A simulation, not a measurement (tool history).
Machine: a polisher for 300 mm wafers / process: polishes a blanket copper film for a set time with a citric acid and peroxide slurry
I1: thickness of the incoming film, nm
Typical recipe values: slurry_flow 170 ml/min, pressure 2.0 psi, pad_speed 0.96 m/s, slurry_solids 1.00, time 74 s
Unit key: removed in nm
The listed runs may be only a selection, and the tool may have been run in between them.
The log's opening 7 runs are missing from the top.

At hour 663.1: slurry blender recalibrated.
At hour 688.6: worn pad replaced by a new one.
Run 8, hour 730.0: usual settings; I1 921.9. Result: removed 81.1 nm.
Run 9, hour 768.7: usual settings but pad_speed 0.80 m/s; I1 906.8. Result: removed 68.2 nm.
Run 10, hour 850.0: usual settings; I1 913.4. Result: removed 82.0 nm.
At hour 918.1: slurry nozzle cleaned.
Run 11, hour 957.6: usual settings; I1 924.5. Result: removed 86.3 nm.
Run 12, hour 1045.8: usual settings; I1 898.5. Result: removed 84.7 nm.
Run 13, hour 1143.9: usual settings; I1 905.4. Result: removed 85.7 nm.
At hour 1179.6: slurry blender recalibrated.
Run 14, hour 1221.1: usual settings; I1 902.7. Result: removed 82.4 nm.
At hour 1276.0: worn pad replaced by a new one, of another model than before.
Run 15, hour 1277.4: usual settings but pressure 1.8 psi; I1 899.1. Result: removed 80.7 nm.
Run 16, hour 1344.3: usual settings; I1 911.5. Result: removed 83.6 nm.
Run 17, hour 1440.8: usual settings but pressure 2.6 psi; I1 907.3. Result: removed 93.9 nm.
At hour 1497.7: slurry nozzle cleaned.
Run 18, hour 1498.2: usual settings but slurry_solids 1.15; I1 921.6. Result: removed 90.7 nm.
Run 19, hour 1536.5: usual settings but slurry_flow 125 ml/min, slurry_solids 1.20; I1 903.9. Result: removed 88.4 nm.
Run 20, hour 1574.5: usual settings but slurry_flow 200 ml/min, pressure 1.8 psi; I1 908.6. Result: removed 82.1 nm.
At hour 1621.0: head pressure recalibrated.
Run 21, hour 1675.9: usual settings but pressure 1.8 psi, slurry_solids 0.90, time 65 s; I1 899.1. Result: removed 68.9 nm.
At hour 1746.4: slurry blender recalibrated.
At hour 1814.9: worn pad replaced by a new one.
Run 22, hour 1845.2: usual settings but slurry_flow 125 ml/min; I1 918.6. Result: removed 78.8 nm.
Run 23, hour 1882.7: usual settings but pad_speed 1.26 m/s, time 86 s; I1 899.4. Result: removed 116.9 nm.
Run 24, hour 1949.8: usual settings but slurry_flow 140 ml/min, time 85 s; I1 923.2. Result: removed 90.6 nm.
At hour 1997.0: slurry nozzle cleaned.
Run 25, hour 2032.9: usual settings; I1 908.0. Result: removed 86.8 nm.
Run 26, hour 2069.8: usual settings but slurry_solids 0.85; I1 910.2. Result: removed 79.2 nm.
Run 27, hour 2106.6: usual settings but slurry_solids 0.80; I1 900.0. Result: removed 78.6 nm.
Run 28, hour 2207.4: usual settings; I1 919.9. Result: removed 84.0 nm.
Run 29, hour 2274.4: usual settings; I1 894.0. Result: removed 84.3 nm.

Run 30 comes next. What will it give?
At hour 2298.1: slurry blender recalibrated.
Run 30, hour 2345.5: usual settings but slurry_flow 230 ml/min, slurry_solids 0.80; I1 904.2. Result: removed ?.

{"run 30": {"removed": 80.6}}
With the hidden condition absent and the run-to-run variation left alone, this run would have shown removed 83.1 nm.
